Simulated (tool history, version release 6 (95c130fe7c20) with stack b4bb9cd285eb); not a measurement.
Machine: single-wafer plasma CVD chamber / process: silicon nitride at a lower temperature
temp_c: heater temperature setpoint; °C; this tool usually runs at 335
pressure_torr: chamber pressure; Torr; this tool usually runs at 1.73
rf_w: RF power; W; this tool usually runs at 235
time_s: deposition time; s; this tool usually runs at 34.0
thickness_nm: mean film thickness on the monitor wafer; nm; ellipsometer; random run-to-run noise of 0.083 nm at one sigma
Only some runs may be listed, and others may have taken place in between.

run	hour	temp_c	pressure_torr	rf_w	time_s	read-back reference wafer on the same gauge, thickness_nm	thickness_nm
1	0.0	335	1.73	235	34.0	30.314	30.619
2	16.7	335	1.73	235	34.0	30.306	30.518
3	30.7	325	1.45	235	34.0	30.288	29.781
4	63.9	335	1.73	235	34.0	30.278	30.551
5	97.7	335	1.73	235	34.0	30.327	30.495
6	123.9	335	1.73	235	34.0	30.302	30.619
7	137.6	335	1.73	235	34.0	30.309	30.605
8	162.2	335	1.73	235	34.0	30.309	30.370
9	184.4	335	1.73	235	34.0	30.313	30.652
10	214.0	335	1.73	235	34.0	30.318	30.486
# hour 228.0: showerhead replaced
11	249.6	335	1.73	235	32.0	30.283	28.565
12	262.3	335	1.73	235	34.0	30.306	30.557
13	286.7	348	1.90	235	36.4	30.323	33.023
14	310.2	335	1.73	235	34.0	30.311	30.498
# hour 339.1: thermocouple changed; heater temperature recalibrated
15	345.2	335	1.73	235	34.0	30.295	30.439
# hour 360.3: RF generator calibrated
16	366.6	335	1.73	235	34.0	30.306	29.670
# hour 381.9: capacitance manometer re-zeroed and calibrated
# hour 386.4: gauge calibrated
17	393.3	347	1.73	235	31.7	30.289	27.500
18	415.5	348	1.57	205	34.0	30.277	26.371
# hour 434.3: RF generator calibrated, repeated, since the last time left the tool worse
19	434.8	321	1.97	215	29.1	30.298	26.433
20	448.1	335	1.73	235	34.0	30.278	32.027
21	478.7	339	2.07	255	29.1	30.320	29.851
22	498.3	345	1.61	235	29.8	30.286	27.508

Run 23, settings as shown, results not yet in. Your forecast:
23	511.0	335	2.11	260	29.1	?	?

read-back reference wafer on the same gauge, thickness_nm: 30.287
thickness_nm: 30.287 nm
Minus the tool's unlogged condition, the same run would have read thickness_nm 30.404 nm.
